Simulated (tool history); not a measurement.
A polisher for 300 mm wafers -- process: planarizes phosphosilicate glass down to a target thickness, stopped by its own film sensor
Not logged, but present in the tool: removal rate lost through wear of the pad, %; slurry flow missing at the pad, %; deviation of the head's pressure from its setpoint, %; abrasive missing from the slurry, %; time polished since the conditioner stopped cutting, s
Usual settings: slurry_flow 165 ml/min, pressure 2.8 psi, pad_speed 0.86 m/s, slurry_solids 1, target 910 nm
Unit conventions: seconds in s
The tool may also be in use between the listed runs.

run	day	slurry_flow	pressure	pad_speed	slurry_solids	target	wafers since the last listed run	wafers polished on this pad	hours since the slurry nozzle was cleaned	hours since the head pressure was calibrated	hours since the slurry blender was calibrated	hours since the conditioning disc was replaced	incoming thickness of the incoming film, nm	seconds
1	0	165	2.8	0.86	1	910	0	1311	68.1	36.8	241.5	11.3	1450.3	91.4
# day 0.538: worn pad replaced by a new one
2	0.558	165	2.8	0.86	1	804	66	3	81.5	50.2	254.9	24.7	1442.2	105.5
3	1.062	190	3.3	1.12	1	910	85	89	93.6	62.3	267	36.8	1428.8	59.7
4	1.575	165	2.8	0.86	1	910	87	176	105.9	74.6	279.3	49.1	1404.5	82.2
5	2.025	165	2.8	0.86	0.75	910	76	252	116.7	85.4	290.1	59.9	1451	103.7
# day 2.154: slurry blender recalibrated
6	2.517	165	2.8	0.86	1	770	69	322	128.5	97.2	8.7	71.7	1453.5	112.2
7	3.175	165	2.8	0.86	1	910	111	433	144.3	113	24.5	87.5	1436.8	85.6
8	3.454	125	2.8	0.86	1	810	47	481	151	119.7	31.2	94.2	1433.3	107.7
9	3.808	165	2.8	1.02	1	910	60	541	159.5	128.2	39.7	102.7	1442.7	76.7
10	4.4	205	3.5	0.86	0.85	910	100	642	173.7	142.4	53.9	116.9	1427.9	75.3
11	4.808	190	2.8	0.86	1	910	69	711	183.5	152.2	63.7	126.7	1421.3	83.2
12	5.554	165	2.8	0.86	1	782	126	838	201.4	170.1	81.6	144.6	1425.1	105.6
13	6.171	165	2.8	0.86	1	1024	104	943	216.2	184.9	96.4	159.4	1424	66.5
14	6.908	165	2.8	0.62	1	910	125	1068	233.9	202.6	114.1	177.1	1427.9	112.4
15	7.3	165	2.8	0.86	1	910	66	1134	243.3	212	123.5	186.5	1407.7	83.4
# day 7.708: worn pad replaced by a new one
16	7.808	165	2.8	0.86	1	910	58	16	255.5	224.2	135.7	198.7	1434.3	87

What will run 17 give?
17	8.283	165	2.8	0.6	1	910	80	97	266.9	235.6	147.1	210.1	1419.9	?

Run 17 produced seconds 111.9 s.
Take away the tool's hidden state, keep the run-to-run variation as it was, and the same run would have given seconds 111.9 s.
